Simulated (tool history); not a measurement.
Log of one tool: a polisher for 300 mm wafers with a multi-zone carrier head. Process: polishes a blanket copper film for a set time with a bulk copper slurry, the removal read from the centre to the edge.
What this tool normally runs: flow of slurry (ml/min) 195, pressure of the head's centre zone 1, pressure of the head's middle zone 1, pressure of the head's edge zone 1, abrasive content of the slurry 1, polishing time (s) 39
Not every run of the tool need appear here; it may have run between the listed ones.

| run | hour | flow of slurry (ml/min) | pressure of the head's centre zone | pressure of the head's middle zone | pressure of the head's edge zone | abrasive content of the slurry | polishing time (s) | incoming thickness of the incoming film, nm | film removed at the wafer's centre (Å) | film removed at mid-radius (Å) | film removed at the wafer's edge (Å) |
|---|---|---|---|---|---|---|---|---|---|---|---|
| 1 | 0 | 195 | 1 | 1 | 1 | 1 | 39 | 2187.6 | 3302 | 3295 | 3218 |
| 2 | 39.6 | 195 | 1 | 1 | 1 | 1 | 39 | 2185.2 | 3231 | 3238 | 3227 |
| 3 | 60.6 | 195 | 1 | 1 | 1 | 1.25 | 39 | 2222.9 | 3404 | 3476 | 3329 |
| 4 | 85.8 | 195 | 1 | 1 | 1 | 1.25 | 39 | 2199 | 3357 | 3443 | 3290 |
| 5 | 117.8 | 195 | 1 | 1 | 1 | 1.25 | 39 | 2190.4 | 3339 | 3403 | 3383 |
|  | 124.4 | worn pad replaced by a new one |
| 6 | 144.7 | 195 | 1.08 | 1 | 1 | 1 | 39 | 2165.4 | 3681 | 3503 | 3392 |
| 7 | 158.6 | 195 | 1 | 1 | 1 | 1 | 29 | 2209.4 | 2567 | 2564 | 2487 |
| 8 | 176 | 195 | 1 | 1 | 1 | 1 | 39 | 2182.3 | 3386 | 3476 | 3338 |
| 9 | 196.4 | 195 | 1 | 1 | 1 | 1 | 39 | 2171 | 3310 | 3404 | 3309 |
| 10 | 222.5 | 195 | 1 | 1 | 1 | 1 | 39 | 2172 | 3317 | 3341 | 3258 |
|  | 250.1 | edge zone pressure recalibrated |
| 11 | 250.6 | 260 | 1 | 1.1 | 1 | 1 | 46 | 2165.5 | 4019 | 4390 | 3872 |
| 12 | 275 | 195 | 1 | 0.91 | 1 | 1 | 39 | 2169.3 | 3255 | 3065 | 3242 |
|  | 297.5 | centre zone pressure recalibrated |
| 13 | 299.5 | 195 | 1 | 0.9 | 1 | 1 | 39 | 2212.9 | 3297 | 3063 | 3249 |
|  | 305.7 | worn pad replaced by a new one |
|  | 329.6 | carrier head's membrane replaced by a new one |
| 14 | 330 | 195 | 1 | 1 | 1 | 1 | 49 | 2191.1 | 4341 | 4425 | 4211 |
| 15 | 364.5 | 195 | 1 | 1 | 0.9 | 1 | 39 | 2181.2 | 3320 | 3364 | 3162 |
|  | 374.3 | slurry nozzle cleaned |
| 16 | 396 | 195 | 0.89 | 1.09 | 1 | 0.85 | 39 | 2173.6 | 2937 | 3465 | 3117 |
| 17 | 445 | 195 | 1 | 0.9 | 1 | 1 | 39 | 2187.3 | 3251 | 3080 | 3208 |
| 18 | 472.2 | 195 | 1 | 0.89 | 1 | 1 | 39 | 2207.6 | 3248 | 3041 | 3242 |
| 19 | 503.4 | 195 | 1 | 1 | 1 | 1 | 39 | 2146.3 | 3226 | 3348 | 3156 |
|  | 526.2 | worn pad replaced by a new one |
| 20 | 526.7 | 265 | 0.96 | 0.91 | 1 | 1 | 39 | 2165.2 | 3563 | 3416 | 3599 |

Measured minus without-hidden-state, run by run (identical run-to-run variation in each term; gauge scatter may differ):
Unlogged tool condition in this case: removal rate lost through wear of the pad, %; slurry flow missing at the pad, %; deviation of the centre zone's pressure from its setpoint, %; deviation of the edge zone's pressure from its setpoint, %.
| run | film removed at the wafer's centre (Å) | film removed at mid-radius (Å) | film removed at the wafer's edge (Å) |
|---|---|---|---|
| 1 | -220 | -220 | -215 |
| 2 | -252 | -252 | -251 |
| 3 | -278 | -284 | -272 |
| 4 | -285 | -292 | -279 |
| 5 | -292 | -298 | -296 |
| 6 | -81 | -78 | -75 |
| 7 | -86 | -85 | -84 |
| 8 | -153 | -157 | -150 |
| 9 | -184 | -189 | -184 |
| 10 | -217 | -218 | -213 |
| 11 | -290 | -317 | -279 |
| 12 | -249 | -234 | -247 |
| 13 | -261 | -243 | -257 |
| 14 | -127 | -129 | -123 |
| 15 | -175 | -177 | -167 |
| 16 | -195 | -230 | -207 |
| 17 | -256 | -242 | -252 |
| 18 | -267 | -250 | -266 |
| 19 | -274 | -285 | -269 |
| 20 | -9 | -9 | -9 |
